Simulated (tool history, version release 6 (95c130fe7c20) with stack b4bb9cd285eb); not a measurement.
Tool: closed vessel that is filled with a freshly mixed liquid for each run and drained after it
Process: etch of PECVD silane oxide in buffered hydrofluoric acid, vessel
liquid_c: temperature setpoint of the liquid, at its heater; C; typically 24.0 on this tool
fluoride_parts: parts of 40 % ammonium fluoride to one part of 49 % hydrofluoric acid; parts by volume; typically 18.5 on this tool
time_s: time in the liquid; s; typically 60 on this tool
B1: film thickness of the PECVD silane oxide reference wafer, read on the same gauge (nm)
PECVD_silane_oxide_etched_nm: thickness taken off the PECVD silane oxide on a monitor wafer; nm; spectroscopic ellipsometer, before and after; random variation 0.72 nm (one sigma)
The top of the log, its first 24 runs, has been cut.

run 25 hour=1991.6 | liquid_c=24.0 fluoride_parts=18.5 time_s=60 | B1=50.00 | PECVD_silane_oxide_etched_nm=167.24
run 26 hour=2035.9 | liquid_c=21.5 fluoride_parts=23.0 time_s=75 | B1=50.01 | PECVD_silane_oxide_etched_nm=154.22
run 27 hour=2076.5 | liquid_c=24.0 fluoride_parts=18.5 time_s=60 | B1=50.00 | PECVD_silane_oxide_etched_nm=170.28
-- hour=2122.2 hydrofluoric acid flow meter replaced
run 28 hour=2165.7 | liquid_c=22.0 fluoride_parts=16.5 time_s=95 | B1=50.00 | PECVD_silane_oxide_etched_nm=260.47
run 29 hour=2253.8 | liquid_c=24.0 fluoride_parts=18.5 time_s=60 | B1=50.01 | PECVD_silane_oxide_etched_nm=164.64
run 30 hour=2338.1 | liquid_c=27.0 fluoride_parts=15.0 time_s=60 | B1=50.00 | PECVD_silane_oxide_etched_nm=241.65
run 31 hour=2405.4 | liquid_c=28.5 fluoride_parts=21.0 time_s=50 | B1=49.99 | PECVD_silane_oxide_etched_nm=157.18
run 32 hour=2457.8 | liquid_c=27.5 fluoride_parts=18.5 time_s=35 | B1=49.97 | PECVD_silane_oxide_etched_nm=117.55
-- hour=2633.7 thermometer replaced
run 33 hour=2676.1 | liquid_c=24.0 fluoride_parts=18.5 time_s=60 | B1=49.99 | PECVD_silane_oxide_etched_nm=161.31

Forecast each of these 3 alternatives for the next run:
run A hour=2676.8 | liquid_c=22.0 fluoride_parts=18.5 time_s=60 | B1=? | PECVD_silane_oxide_etched_nm=?
run B hour=2676.8 | liquid_c=27.0 fluoride_parts=24.5 time_s=60 | B1=? | PECVD_silane_oxide_etched_nm=?
run C hour=2676.8 | liquid_c=24.0 fluoride_parts=24.5 time_s=45 | B1=? | PECVD_silane_oxide_etched_nm=?

run=A B1=50.00 PECVD_silane_oxide_etched_nm=144.39
run=B B1=50.00 PECVD_silane_oxide_etched_nm=152.00
run=C B1=50.00 PECVD_silane_oxide_etched_nm=96.86
Without the tool's unlogged condition, the same runs would have read:
run=A PECVD_silane_oxide_etched_nm=140.87
run=B PECVD_silane_oxide_etched_nm=149.09
run=C PECVD_silane_oxide_etched_nm=94.98

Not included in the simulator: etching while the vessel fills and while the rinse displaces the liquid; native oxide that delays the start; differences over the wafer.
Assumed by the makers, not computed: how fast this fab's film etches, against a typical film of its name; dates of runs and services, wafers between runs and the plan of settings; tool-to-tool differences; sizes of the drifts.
